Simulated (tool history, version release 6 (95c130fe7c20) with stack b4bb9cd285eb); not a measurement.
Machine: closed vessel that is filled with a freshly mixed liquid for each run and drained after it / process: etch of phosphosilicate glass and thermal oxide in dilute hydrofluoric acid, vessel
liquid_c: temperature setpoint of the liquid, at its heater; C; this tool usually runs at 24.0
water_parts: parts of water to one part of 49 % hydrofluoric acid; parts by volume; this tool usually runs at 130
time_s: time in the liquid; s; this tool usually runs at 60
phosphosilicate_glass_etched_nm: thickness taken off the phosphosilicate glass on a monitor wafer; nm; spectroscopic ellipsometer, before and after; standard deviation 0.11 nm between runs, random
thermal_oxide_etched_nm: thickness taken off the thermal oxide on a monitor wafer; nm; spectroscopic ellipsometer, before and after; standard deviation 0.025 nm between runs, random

run    hour  liquid_c  water_parts  time_s  wafers since the last listed run  hours since the thermometer was replaced  hours since the hydrofluoric acid flow meter was replaced  hours since the gauge calibration  read-back film thickness of the phosphosilicate glass reference wafer, read on the same gauge (nm)  read-back film thickness of the thermal oxide reference wafer, read on the same gauge (nm)  phosphosilicate_glass_etched_nm  thermal_oxide_etched_nm
  1     0.0      24.0           75      60                                 0                                     344.5                                                      244.0                             3722.7                                                                                               49.97                                                                                      79.997                            43.35                    3.984
  2    57.1      27.0           80      80                              5714                                     401.6                                                      301.1                             3779.8                                                                                               49.98                                                                                      80.004                            61.62                    5.436
  3   138.3      24.0          130      60                              8125                                     482.8                                                      382.3                             3861.0                                                                                               50.02                                                                                      79.979                            23.77                    2.149
      372.5  -- gauge calibrated
  4   404.9      24.0          180      60                             26678                                     749.4                                                      648.9                               32.4                                                                                               50.02                                                                                      80.032                            16.32                    1.518
  5   508.8      24.0          130      60                             10397                                     853.3                                                      752.8                              136.3                                                                                               50.00                                                                                      80.012                            24.00                    2.200
  6   694.8      28.0          160      85                             18613                                    1039.3                                                      938.8                              322.3                                                                                               50.00                                                                                      80.072                            31.44                    2.885
  7   801.6      24.0           95      45                             10687                                    1146.1                                                     1045.6                              429.1                                                                                               50.02                                                                                      80.008                            26.11                    2.448
  8   884.9      24.0           85      90                              8335                                    1229.4                                                     1128.9                              512.4                                                                                               50.03                                                                                      80.009                            60.24                    5.456
  9   941.7      24.0          130      60                              5684                                    1286.2                                                     1185.7                              569.2                                                                                               50.00                                                                                      79.946                            24.56                    2.227
 10  1032.4      20.5           70      60                              9076                                    1376.9                                                     1276.4                              659.9                                                                                               49.99                                                                                      80.000                            43.17                    3.976
     1108.8  -- hydrofluoric acid flow meter replaced
 11  1133.6      20.0          130      90                             10027                                    1478.1                                                       24.8                              761.1                                                                                               50.02                                                                                      80.001                            30.79                    2.790
 12  1200.2      24.0          130      60                              6664                                    1544.7                                                       91.4                              827.7                                                                                               49.98                                                                                      80.067                            24.21                    2.201
     1238.6  -- thermometer replaced
 13  1260.1      24.0          130      60                              5894                                      21.5                                                      151.3                              887.6                                                                                               49.98                                                                                      79.954                            23.43                    2.132
 14  1364.5      24.0          130      45                             10447                                     125.9                                                      255.7                              992.0                                                                                               50.00                                                                                      79.972                            17.60                    1.627
 15  1433.6      21.0          110      60                              6914                                     195.0                                                      324.8                             1061.1                                                                                               50.03                                                                                      79.991                            25.27                    2.271
 16  1494.4      20.5           95      70                              6084                                     255.8                                                      385.6                             1121.9                                                                                               50.03                                                                                      79.942                            34.07                    3.087
 17  1596.0      24.0           85      30                             10167                                     357.4                                                      487.2                             1223.5                                                                                               50.01                                                                                      79.993                            19.15                    1.759
 18  1684.3      21.5          105      80                              8836                                     445.7                                                      575.5                             1311.8                                                                                               50.02                                                                                      79.999                            36.39                    3.367
 19  1789.3      24.0          130      60                             10507                                     550.7                                                      680.5                             1416.8                                                                                               49.99                                                                                      79.958                            23.80                    2.182
 20  1897.2      24.0           70      60                             10797                                     658.6                                                      788.4                             1524.7                                                                                               50.01                                                                                      80.000                            47.78                    4.329
 21  1981.7      21.5          110      60                              8455                                     743.1                                                      872.9                             1609.2                                                                                               49.99                                                                                      80.005                            26.24                    2.406
 22  2085.0      24.0          185      60                             10337                                     846.4                                                      976.2                             1712.5                                                                                               50.00                                                                                      79.988                            16.00                    1.455
 23  2150.7      24.0          130      75                              6574                                     912.1                                                     1041.9                             1778.2                                                                                               50.02                                                                                      80.075                            30.18                    2.791
     2169.5  -- hydrofluoric acid flow meter replaced
 24  2196.4      28.0           95      30                              4473                                     957.8                                                       26.9                             1823.9                                                                                               50.01                                                                                      80.005                            19.82                    1.796

Each row is a separate what-if for the run after 24, all from the same tool condition, not one after another. Results?
  A  2197.1      24.0          130      60                                70                                     958.5                                                       27.6                             1824.6                                                                                                   ?                                                                                           ?                                ?                        ?
  B  2197.1      26.0          180      45                                70                                     958.5                                                       27.6                             1824.6                                                                                                   ?                                                                                           ?                                ?                        ?
  C  2197.1      27.5          130      60                                70                                     958.5                                                       27.6                             1824.6                                                                                                   ?                                                                                           ?                                ?                        ?
  D  2197.1      19.5           90      30                                70                                     958.5                                                       27.6                             1824.6                                                                                                   ?                                                                                           ?                                ?                        ?
  E  2197.1      24.0          130      80                                70                                     958.5                                                       27.6                             1824.6                                                                                                   ?                                                                                           ?                                ?                        ?

run  read-back film thickness of the phosphosilicate glass reference wafer, read on the same gauge (nm)  read-back film thickness of the thermal oxide reference wafer, read on the same gauge (nm)  phosphosilicate_glass_etched_nm  thermal_oxide_etched_nm
  A                                                                                               50.01                                                                                      79.990                            23.68                    2.135
  B                                                                                               50.01                                                                                      79.990                            13.03                    1.175
  C                                                                                               50.01                                                                                      79.990                            27.04                    2.438
  D                                                                                               50.01                                                                                      79.990                            14.97                    1.350
  E                                                                                               50.01                                                                                      79.990                            31.57                    2.847
Without the tool's unlogged condition, the same runs would have read:
run  phosphosilicate_glass_etched_nm  thermal_oxide_etched_nm
  A                            23.11                    2.084
  B                            12.74                    1.148
  C                            26.41                    2.381
  D                            14.58                    1.315
  E                            30.81                    2.778
